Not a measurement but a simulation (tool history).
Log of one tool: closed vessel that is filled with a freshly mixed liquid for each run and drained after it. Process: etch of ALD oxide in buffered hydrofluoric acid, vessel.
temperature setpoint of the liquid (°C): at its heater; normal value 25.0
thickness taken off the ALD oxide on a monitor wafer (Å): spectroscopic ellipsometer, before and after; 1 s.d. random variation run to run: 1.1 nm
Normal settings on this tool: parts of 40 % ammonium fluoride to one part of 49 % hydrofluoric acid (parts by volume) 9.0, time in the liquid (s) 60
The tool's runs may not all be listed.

run     day  temperature setpoint of the liquid (°C)  parts of 40 % ammonium fluoride to one part of 49 % hydrofluoric acid (parts by volume)  time in the liquid (s)  wafers since the last listed run  hours since the thermometer was replaced  hours since the hydrofluoric acid flow meter was replaced  hours since the gauge calibration  read-back film thickness of the ALD oxide reference wafer, read on the same gauge (nm)  thickness taken off the ALD oxide on a monitor wafer (Å)
  1   0.000                                     25.0                                                                                     10.0                      60                                 0                                     670.8                                                     1239.5                              201.8                                                                                   60.01                                                    1518.2
  2   0.667                                     25.0                                                                                      9.0                      60                              2131                                     686.8                                                     1255.5                              217.8                                                                                   60.01                                                    1665.7
  3   1.217                                     25.0                                                                                      9.0                      60                              1758                                     700.0                                                     1268.7                              231.0                                                                                   59.99                                                    1692.2
  4   2.225                                     25.0                                                                                      9.0                      60                              3224                                     724.2                                                     1292.9                              255.2                                                                                   60.01                                                    1688.0
  5   3.592                                     25.0                                                                                      9.0                      60                              4370                                     757.0                                                     1325.7                              288.0                                                                                   60.02                                                    1689.0
  6   5.038                                     25.0                                                                                      9.0                      60                              4623                                     791.7                                                     1360.4                              322.7                                                                                   59.99                                                    1707.1
  7   6.212                                     25.0                                                                                      9.0                      60                              3757                                     819.9                                                     1388.6                              350.9                                                                                   60.01                                                    1699.7
  8   6.875                                     25.0                                                                                      8.0                      85                              2118                                     835.8                                                     1404.5                              366.8                                                                                   60.02                                                    2739.8
  9   7.679                                     25.0                                                                                      8.0                      85                              2571                                     855.1                                                     1423.8                              386.1                                                                                   59.99                                                    2743.0
 10   9.050                                     25.0                                                                                      8.0                      85                              4383                                     888.0                                                     1456.7                              419.0                                                                                   59.99                                                    2760.5
 11   9.900                                     25.0                                                                                      9.0                      70                              2718                                     908.4                                                     1477.1                              439.4                                                                                   60.00                                                    2031.9
 12  10.858                                     25.0                                                                                      9.0                      70                              3064                                     931.4                                                     1500.1                              462.4                                                                                   60.00                                                    2002.8
 13  12.133                                     25.0                                                                                      9.0                      70                              4077                                     962.0                                                     1530.7                              493.0                                                                                   60.00                                                    2035.8
 14  13.338                                     26.5                                                                                     11.5                      30                              3850                                     990.9                                                     1559.6                              521.9                                                                                   59.98                                                     763.2
     14.325  -- gauge calibrated
 15  14.625                                     22.0                                                                                      9.0                      75                              4117                                    1021.8                                                     1590.5                                7.2                                                                                   60.02                                                    1861.9
     16.058  -- thermometer replaced
 16  16.742                                     25.0                                                                                      9.0                      60                              6635                                      16.4                                                     1641.3                               58.0                                                                                   59.99                                                    1616.3
 17  17.542                                     25.0                                                                                      9.0                      60                              2558                                      35.6                                                     1660.5                               77.2                                                                                   60.00                                                    1608.7
 18  18.904                                     23.0                                                                                      9.0                      75                              4357                                      68.3                                                     1693.2                              109.9                                                                                   60.00                                                    1815.7
 19  19.771                                     25.0                                                                                      9.0                      50                              2771                                      89.1                                                     1714.0                              130.7                                                                                   60.00                                                    1358.7

The next listed run, before its measurement:
     20.050  -- hydrofluoric acid flow meter replaced
 20  20.512                                     29.0                                                                                      9.0                      60                              2238                                     106.9                                                       11.1                              148.5                                                                                       ?                                                         ?

{"run 20": {"read-back film thickness of the ALD oxide reference wafer, read on the same gauge (nm)": 60.0, "thickness taken off the ALD oxide on a monitor wafer (Å)": 1820.0}}
If the tool had no hidden condition, the same run with the same run-to-run variation would have returned thickness taken off the ALD oxide on a monitor wafer (Å) 1782.3.
